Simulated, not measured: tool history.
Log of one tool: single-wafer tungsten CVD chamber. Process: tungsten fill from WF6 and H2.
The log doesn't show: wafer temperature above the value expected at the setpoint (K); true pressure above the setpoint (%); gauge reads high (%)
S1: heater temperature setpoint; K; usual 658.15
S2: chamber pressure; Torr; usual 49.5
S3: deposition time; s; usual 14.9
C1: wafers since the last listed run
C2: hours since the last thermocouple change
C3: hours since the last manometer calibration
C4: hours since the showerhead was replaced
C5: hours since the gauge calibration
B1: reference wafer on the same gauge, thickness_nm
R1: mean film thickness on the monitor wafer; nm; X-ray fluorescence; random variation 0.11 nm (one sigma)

run 1 day=0.000 | S1=664.15 S2=49.5 S3=14.9 | C1=0 C2=1882.6 C3=2292.0 C4=4980.9 C5=654.7 | B1=43.407 | R1=49.902
run 2 day=1.475 | S1=664.15 S2=49.5 S3=14.9 | C1=1242 C2=1918.0 C3=2327.4 C4=5016.3 C5=690.1 | B1=43.424 | R1=49.997
run 3 day=3.458 | S1=664.15 S2=49.5 S3=14.9 | C1=1670 C2=1965.6 C3=2375.0 C4=5063.9 C5=737.7 | B1=43.425 | R1=49.845
run 4 day=4.671 | S1=663.15 S2=49.5 S3=14.9 | C1=1021 C2=1994.7 C3=2404.1 C4=5093.0 C5=766.8 | B1=43.402 | R1=49.007
run 5 day=7.571 | S1=663.15 S2=49.5 S3=14.9 | C1=2442 C2=2064.3 C3=2473.7 C4=5162.6 C5=836.4 | B1=43.423 | R1=48.889
run 6 day=8.825 | S1=663.15 S2=49.5 S3=14.9 | C1=1056 C2=2094.4 C3=2503.8 C4=5192.7 C5=866.5 | B1=43.469 | R1=48.900
run 7 day=10.554 | S1=651.15 S2=49.5 S3=14.9 | C1=1456 C2=2135.9 C3=2545.3 C4=5234.2 C5=908.0 | B1=43.389 | R1=39.648
run 8 day=13.462 | S1=658.15 S2=49.5 S3=14.9 | C1=2449 C2=2205.7 C3=2615.1 C4=5304.0 C5=977.8 | B1=43.386 | R1=44.764
run 9 day=14.579 | S1=658.15 S2=49.5 S3=14.9 | C1=940 C2=2232.5 C3=2641.9 C4=5330.8 C5=1004.6 | B1=43.379 | R1=44.686
run 10 day=16.500 | S1=658.15 S2=49.5 S3=14.9 | C1=1617 C2=2278.6 C3=2688.0 C4=5376.9 C5=1050.7 | B1=43.386 | R1=44.584
-- day=17.788 capacitance manometer re-zeroed and calibrated
run 11 day=18.292 | S1=658.15 S2=49.5 S3=14.9 | C1=1228 C2=2321.6 C3=12.1 C4=5419.9 C5=1093.7 | B1=43.409 | R1=43.487
run 12 day=21.221 | S1=658.15 S2=49.5 S3=14.9 | C1=2466 C2=2391.9 C3=82.4 C4=5490.2 C5=1164.0 | B1=43.427 | R1=43.455
run 13 day=22.904 | S1=658.15 S2=49.5 S3=15.8 | C1=1417 C2=2432.3 C3=122.8 C4=5530.6 C5=1204.4 | B1=43.397 | R1=46.100
run 14 day=25.358 | S1=658.15 S2=55.3 S3=17.5 | C1=2066 C2=2491.2 C3=181.7 C4=5589.5 C5=1263.3 | B1=43.453 | R1=53.098
run 15 day=27.462 | S1=645.15 S2=56.6 S3=14.0 | C1=1771 C2=2541.7 C3=232.2 C4=5640.0 C5=1313.8 | B1=43.426 | R1=33.819
-- day=28.392 gauge calibrated
run 16 day=29.892 | S1=658.15 S2=49.5 S3=14.9 | C1=2045 C2=2600.0 C3=290.5 C4=5698.3 C5=36.0 | B1=43.350 | R1=43.524
run 17 day=31.921 | S1=652.15 S2=39.3 S3=14.9 | C1=1708 C2=2648.7 C3=339.2 C4=5747.0 C5=84.7 | B1=43.361 | R1=36.388
run 18 day=34.821 | S1=646.15 S2=49.5 S3=13.0 | C1=2442 C2=2718.3 C3=408.8 C4=5816.6 C5=154.3 | B1=43.395 | R1=30.614
-- day=35.333 thermocouple changed; heater temperature recalibrated
-- day=36.446 showerhead replaced
run 19 day=36.467 | S1=658.15 S2=49.5 S3=14.9 | C1=824 C2=27.2 C3=448.3 C4=0.5 C5=193.8 | B1=43.401 | R1=45.389
run 20 day=38.317 | S1=658.15 S2=49.5 S3=14.9 | C1=1557 C2=71.6 C3=492.7 C4=44.9 C5=238.2 | B1=43.414 | R1=45.520
run 21 day=41.121 | S1=658.15 S2=49.5 S3=14.9 | C1=2361 C2=138.9 C3=560.0 C4=112.2 C5=305.5 | B1=43.365 | R1=45.430
run 22 day=43.971 | S1=666.15 S2=56.1 S3=16.0 | C1=2400 C2=207.3 C3=628.4 C4=180.6 C5=373.9 | B1=43.454 | R1=58.539
run 23 day=45.183 | S1=658.15 S2=43.3 S3=14.9 | C1=1021 C2=236.4 C3=657.5 C4=209.7 C5=403.0 | B1=43.430 | R1=43.523
run 24 day=46.804 | S1=646.15 S2=49.5 S3=14.9 | C1=1364 C2=275.3 C3=696.4 C4=248.6 C5=441.9 | B1=43.356 | R1=36.720
run 25 day=48.267 | S1=665.15 S2=42.3 S3=14.9 | C1=1231 C2=310.4 C3=731.5 C4=283.7 C5=477.0 | B1=43.395 | R1=48.951
run 26 day=50.712 | S1=667.15 S2=49.5 S3=14.9 | C1=2059 C2=369.1 C3=790.2 C4=342.4 C5=535.7 | B1=43.375 | R1=53.446

Forecast each of these 3 alternatives for the next run:
run A day=50.729 | S1=673.15 S2=49.5 S3=14.9 | C1=14 C2=369.5 C3=790.6 C4=342.8 C5=536.1 | B1=? | R1=?
run B day=50.729 | S1=649.15 S2=55.9 S3=17.0 | C1=14 C2=369.5 C3=790.6 C4=342.8 C5=536.1 | B1=? | R1=?
run C day=50.729 | S1=649.15 S2=41.6 S3=12.5 | C1=14 C2=369.5 C3=790.6 C4=342.8 C5=536.1 | B1=? | R1=?

run=A B1=43.381 R1=58.572
run=B B1=43.381 R1=46.077
run=C B1=43.381 R1=30.704
Without the tool's hidden state the same runs would have given:
run=A R1=57.536
run=B R1=45.268
run=C R1=30.152
